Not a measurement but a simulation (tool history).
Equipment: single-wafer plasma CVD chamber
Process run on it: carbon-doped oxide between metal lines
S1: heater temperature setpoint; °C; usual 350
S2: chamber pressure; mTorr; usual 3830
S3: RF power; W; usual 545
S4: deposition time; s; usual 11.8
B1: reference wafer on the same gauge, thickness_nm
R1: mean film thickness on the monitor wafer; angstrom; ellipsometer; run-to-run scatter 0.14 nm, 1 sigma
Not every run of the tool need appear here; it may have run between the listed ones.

run,hour,S1,S2,S3,S4,B1,R1
1,0.0,350,3830,545,11.8,57.123,629.84
2,29.9,350,3830,545,11.8,57.108,631.74
3,54.2,350,3830,475,11.8,57.127,588.20
4,111.9,350,3830,475,11.8,57.092,587.94
5,163.6,340,3830,545,11.8,57.081,648.45
6,210.2,340,3830,545,11.8,57.108,651.61
7,252.0,350,3830,545,11.8,57.157,627.55
8,290.9,350,3830,545,11.8,57.149,629.85
# hour 339.5: thermocouple changed; heater temperature recalibrated
9,340.0,350,3830,545,11.8,57.133,630.93
# hour 370.1: capacitance manometer re-zeroed and calibrated
10,370.6,350,3830,545,11.8,57.064,628.94
11,430.8,350,3830,545,11.8,57.160,630.68
# hour 451.8: gauge calibrated
# hour 471.4: RF generator calibrated
12,488.0,350,3830,450,11.8,57.112,572.83
13,614.2,350,4590,545,10.4,57.085,564.19
14,682.6,350,3830,545,11.8,57.060,629.44
# hour 734.1: showerhead replaced
15,749.6,336,3830,455,11.8,57.100,603.69
16,787.0,343,3830,435,13.3,57.104,647.08
17,830.1,350,3830,545,11.8,57.077,628.42
18,892.8,350,3830,545,11.8,57.141,628.95
19,932.1,343,4550,545,11.8,57.092,653.12
20,958.0,350,3830,450,11.8,57.114,572.39
# hour 1026.0: gauge calibrated
21,1028.8,343,3830,545,11.8,57.093,643.56
22,1061.7,354,4540,480,11.8,57.059,593.04

Predict each of these 4 candidate next runs independently; none follows another, all start after run 22:
A,1062.1,350,3830,545,11.8,?,?
B,1062.1,350,3830,625,11.8,?,?
C,1062.1,350,4550,505,11.8,?,?
D,1062.1,350,2930,460,12.6,?,?

run,B1,R1
A,57.100,630.32
B,57.100,675.59
C,57.100,615.25
D,57.100,606.34
Take away the tool's hidden state, keep each run's random variation, and the runs would have read:
run,R1
A,630.32
B,675.59
C,615.25
D,606.34
